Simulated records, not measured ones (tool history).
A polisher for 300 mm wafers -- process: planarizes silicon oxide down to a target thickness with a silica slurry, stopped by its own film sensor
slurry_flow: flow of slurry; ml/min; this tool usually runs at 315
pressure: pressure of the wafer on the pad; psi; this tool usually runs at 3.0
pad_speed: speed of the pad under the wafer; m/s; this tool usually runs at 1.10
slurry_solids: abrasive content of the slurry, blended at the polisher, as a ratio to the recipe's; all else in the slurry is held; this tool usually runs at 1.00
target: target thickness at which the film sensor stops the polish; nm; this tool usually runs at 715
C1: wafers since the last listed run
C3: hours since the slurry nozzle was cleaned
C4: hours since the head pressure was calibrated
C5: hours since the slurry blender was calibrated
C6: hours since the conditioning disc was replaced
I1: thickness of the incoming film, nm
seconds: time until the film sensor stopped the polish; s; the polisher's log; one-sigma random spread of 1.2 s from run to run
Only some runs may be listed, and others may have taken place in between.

{"run": 1, "hour": 0.0, "slurry_flow": 315, "pressure": 3.0, "pad_speed": 1.1, "slurry_solids": 1.0, "target": 715, "C1": 0, "wafers polished on this pad": 98, "C3": 625.9, "C4": 148.0, "C5": 124.2, "C6": 317.8, "I1": 921.4, "seconds": 88.1}
{"hour": 6.8, "done": "slurry blender recalibrated"}
{"run": 2, "hour": 10.4, "slurry_flow": 315, "pressure": 3.0, "pad_speed": 1.1, "slurry_solids": 1.0, "target": 715, "C1": 45, "wafers polished on this pad": 144, "C3": 636.3, "C4": 158.4, "C5": 3.6, "C6": 328.2, "I1": 914.6, "seconds": 85.8}
{"run": 3, "hour": 24.0, "slurry_flow": 315, "pressure": 3.0, "pad_speed": 1.1, "slurry_solids": 1.0, "target": 715, "C1": 74, "wafers polished on this pad": 218, "C3": 649.9, "C4": 172.0, "C5": 17.2, "C6": 341.8, "I1": 921.1, "seconds": 87.8}
{"run": 4, "hour": 40.5, "slurry_flow": 230, "pressure": 3.0, "pad_speed": 1.1, "slurry_solids": 1.0, "target": 715, "C1": 90, "wafers polished on this pad": 308, "C3": 666.4, "C4": 188.5, "C5": 33.7, "C6": 358.3, "I1": 907.9, "seconds": 85.5}
{"run": 5, "hour": 50.4, "slurry_flow": 230, "pressure": 3.0, "pad_speed": 1.1, "slurry_solids": 1.0, "target": 715, "C1": 54, "wafers polished on this pad": 362, "C3": 676.3, "C4": 198.4, "C5": 43.6, "C6": 368.2, "I1": 921.1, "seconds": 92.7}
{"run": 6, "hour": 58.9, "slurry_flow": 315, "pressure": 3.0, "pad_speed": 1.1, "slurry_solids": 1.0, "target": 715, "C1": 46, "wafers polished on this pad": 409, "C3": 684.8, "C4": 206.9, "C5": 52.1, "C6": 376.7, "I1": 929.3, "seconds": 92.8}
{"run": 7, "hour": 75.5, "slurry_flow": 315, "pressure": 3.0, "pad_speed": 1.1, "slurry_solids": 1.0, "target": 715, "C1": 90, "wafers polished on this pad": 499, "C3": 701.4, "C4": 223.5, "C5": 68.7, "C6": 393.3, "I1": 937.3, "seconds": 96.7}
{"run": 8, "hour": 92.1, "slurry_flow": 315, "pressure": 3.0, "pad_speed": 0.84, "slurry_solids": 1.25, "target": 715, "C1": 90, "wafers polished on this pad": 590, "C3": 718.0, "C4": 240.1, "C5": 85.3, "C6": 409.9, "I1": 912.3, "seconds": 87.7}
{"run": 9, "hour": 106.8, "slurry_flow": 315, "pressure": 3.0, "pad_speed": 0.84, "slurry_solids": 1.25, "target": 715, "C1": 80, "wafers polished on this pad": 670, "C3": 732.7, "C4": 254.8, "C5": 100.0, "C6": 424.6, "I1": 912.7, "seconds": 87.4}
{"hour": 113.8, "done": "slurry blender recalibrated"}
{"hour": 115.5, "done": "conditioning disc replaced and pad reconditioned"}
{"run": 10, "hour": 116.0, "slurry_flow": 315, "pressure": 3.0, "pad_speed": 0.84, "slurry_solids": 1.25, "target": 715, "C1": 30, "wafers polished on this pad": 700, "C3": 741.9, "C4": 264.0, "C5": 2.2, "C6": 0.5, "I1": 931.9, "seconds": 87.9}
{"run": 11, "hour": 129.9, "slurry_flow": 315, "pressure": 3.0, "pad_speed": 1.1, "slurry_solids": 1.0, "target": 715, "C1": 75, "wafers polished on this pad": 776, "C3": 755.8, "C4": 277.9, "C5": 16.1, "C6": 14.4, "I1": 917.1, "seconds": 77.4}
{"hour": 138.7, "done": "head pressure recalibrated"}
{"hour": 149.3, "done": "worn pad replaced by a new one"}
{"run": 12, "hour": 149.8, "slurry_flow": 315, "pressure": 3.0, "pad_speed": 1.1, "slurry_solids": 1.0, "target": 715, "C1": 75, "wafers polished on this pad": 2, "C3": 775.7, "C4": 11.1, "C5": 36.0, "C6": 34.3, "I1": 919.1, "seconds": 82.6}
{"run": 13, "hour": 164.4, "slurry_flow": 315, "pressure": 3.0, "pad_speed": 1.1, "slurry_solids": 0.75, "target": 715, "C1": 79, "wafers polished on this pad": 82, "C3": 790.3, "C4": 25.7, "C5": 50.6, "C6": 48.9, "I1": 910.1, "seconds": 91.5}
{"run": 14, "hour": 192.6, "slurry_flow": 315, "pressure": 3.0, "pad_speed": 1.22, "slurry_solids": 1.15, "target": 715, "C1": 153, "wafers polished on this pad": 236, "C3": 818.5, "C4": 53.9, "C5": 78.8, "C6": 77.1, "I1": 915.7, "seconds": 75.4}
{"run": 15, "hour": 200.6, "slurry_flow": 315, "pressure": 2.5, "pad_speed": 1.1, "slurry_solids": 1.0, "target": 715, "C1": 43, "wafers polished on this pad": 280, "C3": 826.5, "C4": 61.9, "C5": 86.8, "C6": 85.1, "I1": 914.9, "seconds": 96.6}
{"run": 16, "hour": 208.1, "slurry_flow": 315, "pressure": 3.4, "pad_speed": 1.1, "slurry_solids": 1.0, "target": 715, "C1": 40, "wafers polished on this pad": 321, "C3": 834.0, "C4": 69.4, "C5": 94.3, "C6": 92.6, "I1": 920.6, "seconds": 77.5}
{"run": 17, "hour": 219.2, "slurry_flow": 405, "pressure": 3.9, "pad_speed": 1.1, "slurry_solids": 1.0, "target": 715, "C1": 60, "wafers polished on this pad": 381, "C3": 845.1, "C4": 80.5, "C5": 105.4, "C6": 103.7, "I1": 932.8, "seconds": 71.1}
{"hour": 221.2, "done": "slurry blender recalibrated"}
{"run": 18, "hour": 233.2, "slurry_flow": 315, "pressure": 3.0, "pad_speed": 1.36, "slurry_solids": 0.9, "target": 773, "C1": 65, "wafers polished on this pad": 447, "C3": 859.1, "C4": 94.5, "C5": 12.0, "C6": 117.7, "I1": 919.0, "seconds": 58.8}
{"hour": 252.0, "done": "slurry nozzle cleaned"}
{"run": 19, "hour": 276.4, "slurry_flow": 315, "pressure": 3.0, "pad_speed": 1.1, "slurry_solids": 1.1, "target": 715, "C1": 230, "wafers polished on this pad": 677, "C3": 24.4, "C4": 137.7, "C5": 55.2, "C6": 160.9, "I1": 917.1, "seconds": 82.5}
{"run": 20, "hour": 285.6, "slurry_flow": 360, "pressure": 3.0, "pad_speed": 1.1, "slurry_solids": 1.3, "target": 770, "C1": 50, "wafers polished on this pad": 727, "C3": 33.6, "C4": 146.9, "C5": 64.4, "C6": 170.1, "I1": 919.0, "seconds": 54.5}
{"run": 21, "hour": 299.7, "slurry_flow": 315, "pressure": 3.0, "pad_speed": 1.1, "slurry_solids": 1.0, "target": 779, "C1": 76, "wafers polished on this pad": 804, "C3": 47.7, "C4": 161.0, "C5": 78.5, "C6": 184.2, "I1": 912.3, "seconds": 57.3}
{"run": 22, "hour": 311.9, "slurry_flow": 315, "pressure": 3.0, "pad_speed": 1.1, "slurry_solids": 1.0, "target": 715, "C1": 66, "wafers polished on this pad": 871, "C3": 59.9, "C4": 173.2, "C5": 90.7, "C6": 196.4, "I1": 932.3, "seconds": 95.2}
{"run": 23, "hour": 326.2, "slurry_flow": 240, "pressure": 3.0, "pad_speed": 1.1, "slurry_solids": 1.2, "target": 715, "C1": 78, "wafers polished on this pad": 949, "C3": 74.2, "C4": 187.5, "C5": 105.0, "C6": 210.7, "I1": 923.3, "seconds": 84.8}
{"run": 24, "hour": 334.2, "slurry_flow": 315, "pressure": 3.0, "pad_speed": 1.1, "slurry_solids": 1.0, "target": 661, "C1": 43, "wafers polished on this pad": 993, "C3": 82.2, "C4": 195.5, "C5": 113.0, "C6": 218.7, "I1": 927.2, "seconds": 115.4}
{"hour": 339.5, "done": "slurry blender recalibrated"}
{"run": 25, "hour": 352.0, "slurry_flow": 240, "pressure": 3.0, "pad_speed": 1.1, "slurry_solids": 1.2, "target": 715, "C1": 86, "wafers polished on this pad": 1079, "C3": 100.0, "C4": 213.3, "C5": 12.5, "C6": 236.5, "I1": 918.2, "seconds": 82.5}
{"hour": 356.5, "done": "worn pad replaced by a new one"}
{"run": 26, "hour": 359.5, "slurry_flow": 315, "pressure": 3.5, "pad_speed": 0.74, "slurry_solids": 1.0, "target": 681, "C1": 19, "wafers polished on this pad": 16, "C3": 107.5, "C4": 220.8, "C5": 20.0, "C6": 244.0, "I1": 902.4, "seconds": 98.7}

For some of the steps in seconds from one run to the next: how much would appear even if the tool had no hidden state, given the settings, what came in and random variation, and how much remains for the hidden state plus any gauge scatter that the measured result and the result without hidden state don't share?
The tool's hidden condition here consists of: removal rate lost through wear of the pad, %; slurry flow missing at the pad, %; deviation of the head's pressure from its setpoint, %; abrasive missing from the slurry, %; time polished since the conditioner stopped cutting, s.
Run 9 -> 10: slurry blender recalibrated, conditioning disc replaced and pad reconditioned. seconds +0.5 s: hidden state -8.1, all else +8.6.
Run 21 -> 22: target 779 -> 715. seconds +37.9 s: hidden state +3.8, all else +34.1.
Run 24 -> 25: slurry_flow 315 -> 240, slurry_solids 1.00 -> 1.20, target 661 -> 715, slurry blender recalibrated. seconds -32.9 s: hidden state -3.2, all else -29.7.
